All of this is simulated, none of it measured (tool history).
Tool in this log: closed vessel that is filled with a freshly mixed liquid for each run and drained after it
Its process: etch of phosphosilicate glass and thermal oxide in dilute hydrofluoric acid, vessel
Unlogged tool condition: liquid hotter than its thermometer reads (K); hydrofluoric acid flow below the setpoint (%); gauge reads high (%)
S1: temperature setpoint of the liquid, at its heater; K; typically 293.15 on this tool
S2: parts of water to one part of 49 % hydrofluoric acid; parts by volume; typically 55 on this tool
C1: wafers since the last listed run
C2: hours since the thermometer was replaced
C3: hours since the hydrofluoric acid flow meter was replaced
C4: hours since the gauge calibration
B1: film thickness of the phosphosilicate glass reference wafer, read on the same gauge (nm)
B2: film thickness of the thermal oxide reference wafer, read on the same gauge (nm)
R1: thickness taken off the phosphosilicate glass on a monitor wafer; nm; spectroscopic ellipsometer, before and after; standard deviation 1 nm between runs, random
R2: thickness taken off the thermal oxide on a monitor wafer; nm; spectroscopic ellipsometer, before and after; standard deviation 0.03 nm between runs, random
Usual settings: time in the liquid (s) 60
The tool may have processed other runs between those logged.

Run 1, hour 0: usual settings; C1 0; C2 2429.1; C3 248.5; C4 1600.4; B1 129.98; B2 130.001. Result: R1 150 nm, R2 4.477 nm.
Run 2, hour 97.7: usual settings; C1 6576; C2 2526.8; C3 346.2; C4 1698.1; B1 130; B2 129.993. Result: R1 148.78 nm, R2 4.45 nm.
Run 3, hour 141.7: usual settings; C1 2962; C2 2570.8; C3 390.2; C4 1742.1; B1 129.99; B2 130.054. Result: R1 150.74 nm, R2 4.416 nm.
At hour 168.7: hydrofluoric acid flow meter replaced.
At hour 174.7: gauge calibrated.
Run 4, hour 201.5: usual settings but S2 45 parts by volume; C1 3958; C2 2630.6; C3 32.8; C4 26.8; B1 130.02; B2 129.978. Result: R1 186.75 nm, R2 5.482 nm.
Run 5, hour 271.7: usual settings but S2 45 parts by volume; C1 4725; C2 2700.8; C3 103; C4 97; B1 130; B2 129.986. Result: R1 185.23 nm, R2 5.524 nm.
Run 6, hour 333.4: usual settings but S2 45 parts by volume; C1 4153; C2 2762.5; C3 164.7; C4 158.7; B1 129.98; B2 130.004. Result: R1 184.59 nm, R2 5.566 nm.
Run 7, hour 426.7: usual settings; C1 6280; C2 2855.8; C3 258; C4 252; B1 130.01; B2 129.996. Result: R1 150.97 nm, R2 4.45 nm.
Run 8, hour 513.1: usual settings but S1 297.15 K, S2 75 parts by volume; C1 5816; C2 2942.2; C3 344.4; C4 338.4; B1 130.02; B2 129.989. Result: R1 127.57 nm, R2 3.778 nm.
Run 9, hour 572.8: usual settings; C1 4018; C2 3001.9; C3 404.1; C4 398.1; B1 130; B2 130.021. Result: R1 151 nm, R2 4.502 nm.
At hour 613.8: hydrofluoric acid flow meter replaced.
Run 10, hour 617.6: usual settings; C1 2948; C2 3046.7; C3 3.8; C4 442.9; B1 130.04; B2 129.986. Result: R1 150.8 nm, R2 4.4 nm.
At hour 668.2: thermometer replaced.
Run 11, hour 687.7: usual settings but S1 290.65 K, S2 65 parts by volume, time in the liquid (s) 45; C1 4651; C2 19.5; C3 73.9; C4 513; B1 129.98; B2 129.993. Result: R1 80.25 nm, R2 2.417 nm.
Run 12, hour 743.4: usual settings but S2 40 parts by volume, time in the liquid (s) 30; C1 3749; C2 75.2; C3 129.6; C4 568.7; B1 130; B2 129.988. Result: R1 100.82 nm, R2 3.003 nm.
Run 13, hour 799: usual settings but S1 290.15 K, S2 70 parts by volume, time in the liquid (s) 35; C1 3742; C2 130.8; C3 185.2; C4 624.3; B1 130.02; B2 130.001. Result: R1 56.66 nm, R2 1.686 nm.
Run 14, hour 852.7: usual settings but S1 296.65 K, S2 25 parts by volume, time in the liquid (s) 85; C1 3614; C2 184.5; C3 238.9; C4 678; B1 129.99; B2 129.994. Result: R1 544.85 nm, R2 16.194 nm.
Run 15, hour 906.6: usual settings but S1 290.65 K, S2 85 parts by volume, time in the liquid (s) 85; C1 3628; C2 238.4; C3 292.8; C4 731.9; B1 129.98; B2 129.978. Result: R1 115.6 nm, R2 3.455 nm.
Run 16, hour 986.5: usual settings but S1 296.65 K, S2 80 parts by volume, time in the liquid (s) 75; C1 5378; C2 318.3; C3 372.7; C4 811.8; B1 129.99; B2 130.023. Result: R1 140.65 nm, R2 4.119 nm.
Run 17, hour 1090: usual settings but S1 295.65 K; C1 6967; C2 421.8; C3 476.2; C4 915.3; B1 130.01; B2 130.001. Result: R1 162.29 nm, R2 4.818 nm.
At hour 1130.6: hydrofluoric acid flow meter replaced.
Run 18, hour 1329.7: usual settings but S1 290.15 K, S2 75 parts by volume, time in the liquid (s) 45; C1 16068; C2 661.5; C3 199.1; C4 1155; B1 130.01; B2 130.016. Result: R1 68.36 nm, R2 2.047 nm.
Run 19, hour 1417.7: usual settings; C1 5924; C2 749.5; C3 287.1; C4 1243; B1 130.02; B2 130.015. Result: R1 144.83 nm, R2 4.31 nm.
Run 20, hour 1479.5: usual settings; C1 4160; C2 811.3; C3 348.9; C4 1304.8; B1 130; B2 129.98. Result: R1 147.49 nm, R2 4.31 nm.
At hour 1541.2: hydrofluoric acid flow meter replaced.
Run 21, hour 1577.9: usual settings but S2 30 parts by volume; C1 6556; C2 909.7; C3 36.7; C4 1403.2; B1 129.99; B2 129.988. Result: R1 273.91 nm, R2 8.287 nm.
Run 22, hour 1622.6: usual settings but S1 290.15 K, time in the liquid (s) 85; C1 3009; C2 954.4; C3 81.4; C4 1447.9; B1 129.99; B2 130.005. Result: R1 182.5 nm, R2 5.432 nm.
Run 23, hour 1703.7: usual settings but S1 290.65 K, S2 30 parts by volume, time in the liquid (s) 50; C1 5459; C2 1035.5; C3 162.5; C4 1529; B1 130; B2 129.994. Result: R1 208.61 nm, R2 6.124 nm.
Run 24, hour 1785.8: usual settings but S1 290.15 K, S2 70 parts by volume, time in the liquid (s) 35; C1 5526; C2 1117.6; C3 244.6; C4 1611.1; B1 130; B2 130.034. Result: R1 57.61 nm, R2 1.735 nm.

Selected run-to-run steps in R1, each split into two signed amounts: the part the tool would show with no hidden state at all (from settings, incoming material and random variation), and the remainder, which goes to the hidden state together with any gauge scatter not common to the measured and the hidden-state-free results:
Run 10 -> 11: S1 293.15 -> 290.65, S2 55 -> 65, time in the liquid (s) 60 -> 45, thermometer replaced. R1 -70.55 nm: hidden state -7.58, all else -62.97.
Run 13 -> 14: S1 290.15 -> 296.65, S2 70 -> 25, time in the liquid (s) 35 -> 85. R1 +488.19 nm: hidden state +5.55, all else +482.64.
Run 14 -> 15: S1 296.65 -> 290.65, S2 25 -> 85. R1 -429.25 nm: hidden state -4.75, all else -424.5.
